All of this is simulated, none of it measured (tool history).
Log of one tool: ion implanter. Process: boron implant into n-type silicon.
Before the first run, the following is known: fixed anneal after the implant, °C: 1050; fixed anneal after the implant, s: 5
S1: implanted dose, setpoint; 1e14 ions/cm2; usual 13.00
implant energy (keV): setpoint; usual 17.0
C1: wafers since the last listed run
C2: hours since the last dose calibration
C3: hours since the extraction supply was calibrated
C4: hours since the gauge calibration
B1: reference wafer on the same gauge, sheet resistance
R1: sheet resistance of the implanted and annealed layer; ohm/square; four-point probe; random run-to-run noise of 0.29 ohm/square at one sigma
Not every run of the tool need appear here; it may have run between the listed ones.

{"run": 1, "hour": 0.0, "S1": 13.0, "implant energy (keV)": 20.0, "C1": 0, "C2": 509.9, "C3": 4151.7, "C4": 386.3, "B1": 71.37, "R1": 86.38}
{"run": 2, "hour": 41.2, "S1": 13.0, "implant energy (keV)": 20.0, "C1": 926, "C2": 551.1, "C3": 4192.9, "C4": 427.5, "B1": 71.4, "R1": 85.99}
{"run": 3, "hour": 71.0, "S1": 13.0, "implant energy (keV)": 17.0, "C1": 670, "C2": 580.9, "C3": 4222.7, "C4": 457.3, "B1": 71.38, "R1": 88.68}
{"run": 4, "hour": 188.5, "S1": 9.92, "implant energy (keV)": 17.0, "C1": 2643, "C2": 698.4, "C3": 4340.2, "C4": 574.8, "B1": 71.42, "R1": 109.82}
{"run": 5, "hour": 237.4, "S1": 9.92, "implant energy (keV)": 17.0, "C1": 1100, "C2": 747.3, "C3": 4389.1, "C4": 623.7, "B1": 71.42, "R1": 109.86}
{"run": 6, "hour": 305.4, "S1": 13.0, "implant energy (keV)": 17.0, "C1": 1529, "C2": 815.3, "C3": 4457.1, "C4": 691.7, "B1": 71.38, "R1": 88.26}
{"run": 7, "hour": 340.8, "S1": 13.0, "implant energy (keV)": 17.0, "C1": 796, "C2": 850.7, "C3": 4492.5, "C4": 727.1, "B1": 71.39, "R1": 88.44}
{"hour": 375.0, "done": "gauge calibrated"}
{"run": 8, "hour": 408.2, "S1": 13.0, "implant energy (keV)": 17.0, "C1": 1516, "C2": 918.1, "C3": 4559.9, "C4": 33.2, "B1": 71.39, "R1": 89.07}
{"run": 9, "hour": 436.6, "S1": 13.0, "implant energy (keV)": 17.0, "C1": 638, "C2": 946.5, "C3": 4588.3, "C4": 61.6, "B1": 71.43, "R1": 88.65}
{"hour": 458.5, "done": "extraction supply calibrated"}
{"run": 10, "hour": 472.0, "S1": 13.0, "implant energy (keV)": 17.0, "C1": 616, "C2": 981.9, "C3": 13.5, "C4": 97.0, "B1": 71.37, "R1": 88.91}
{"run": 11, "hour": 503.6, "S1": 13.0, "implant energy (keV)": 17.0, "C1": 710, "C2": 1013.5, "C3": 45.1, "C4": 128.6, "B1": 71.4, "R1": 89.05}
{"run": 12, "hour": 551.9, "S1": 12.04, "implant energy (keV)": 17.0, "C1": 1086, "C2": 1061.8, "C3": 93.4, "C4": 176.9, "B1": 71.4, "R1": 94.76}
{"run": 13, "hour": 596.5, "S1": 13.0, "implant energy (keV)": 17.0, "C1": 1003, "C2": 1106.4, "C3": 138.0, "C4": 221.5, "B1": 71.42, "R1": 88.35}
{"run": 14, "hour": 665.6, "S1": 13.0, "implant energy (keV)": 13.0, "C1": 1554, "C2": 1175.5, "C3": 207.1, "C4": 290.6, "B1": 71.42, "R1": 93.56}
{"run": 15, "hour": 840.6, "S1": 13.0, "implant energy (keV)": 17.0, "C1": 3937, "C2": 1350.5, "C3": 382.1, "C4": 465.6, "B1": 71.38, "R1": 89.12}
{"run": 16, "hour": 865.9, "S1": 15.66, "implant energy (keV)": 22.5, "C1": 569, "C2": 1375.8, "C3": 407.4, "C4": 490.9, "B1": 71.42, "R1": 74.85}
{"run": 17, "hour": 919.9, "S1": 16.51, "implant energy (keV)": 17.0, "C1": 1214, "C2": 1429.8, "C3": 461.4, "C4": 544.9, "B1": 71.37, "R1": 75.64}
{"run": 18, "hour": 975.6, "S1": 14.32, "implant energy (keV)": 13.5, "C1": 1253, "C2": 1485.5, "C3": 517.1, "C4": 600.6, "B1": 71.39, "R1": 87.54}
{"hour": 1024.9, "done": "Faraday cup replaced and dose calibrated"}
{"run": 19, "hour": 1025.4, "S1": 14.07, "implant energy (keV)": 11.0, "C1": 940, "C2": 0.5, "C3": 566.9, "C4": 650.4, "B1": 71.43, "R1": 91.93}
{"run": 20, "hour": 1079.0, "S1": 14.43, "implant energy (keV)": 21.0, "C1": 1205, "C2": 54.1, "C3": 620.5, "C4": 704.0, "B1": 71.38, "R1": 77.78}
{"run": 21, "hour": 1113.5, "S1": 16.28, "implant energy (keV)": 11.5, "C1": 776, "C2": 88.6, "C3": 655.0, "C4": 738.5, "B1": 71.39, "R1": 84.24}

Run 22 comes next. What will it give?
{"hour": 1140.9, "done": "gauge calibrated"}
{"run": 22, "hour": 1166.1, "S1": 13.0, "implant energy (keV)": 17.0, "C1": 1183, "C2": 141.2, "C3": 707.6, "C4": 25.2, "B1": "?", "R1": "?"}

{"run 22": {"B1": 71.4, "R1": 87.49}}
Had the tool carried no hidden state, the very same run would have given R1 86.65 ohm/square.
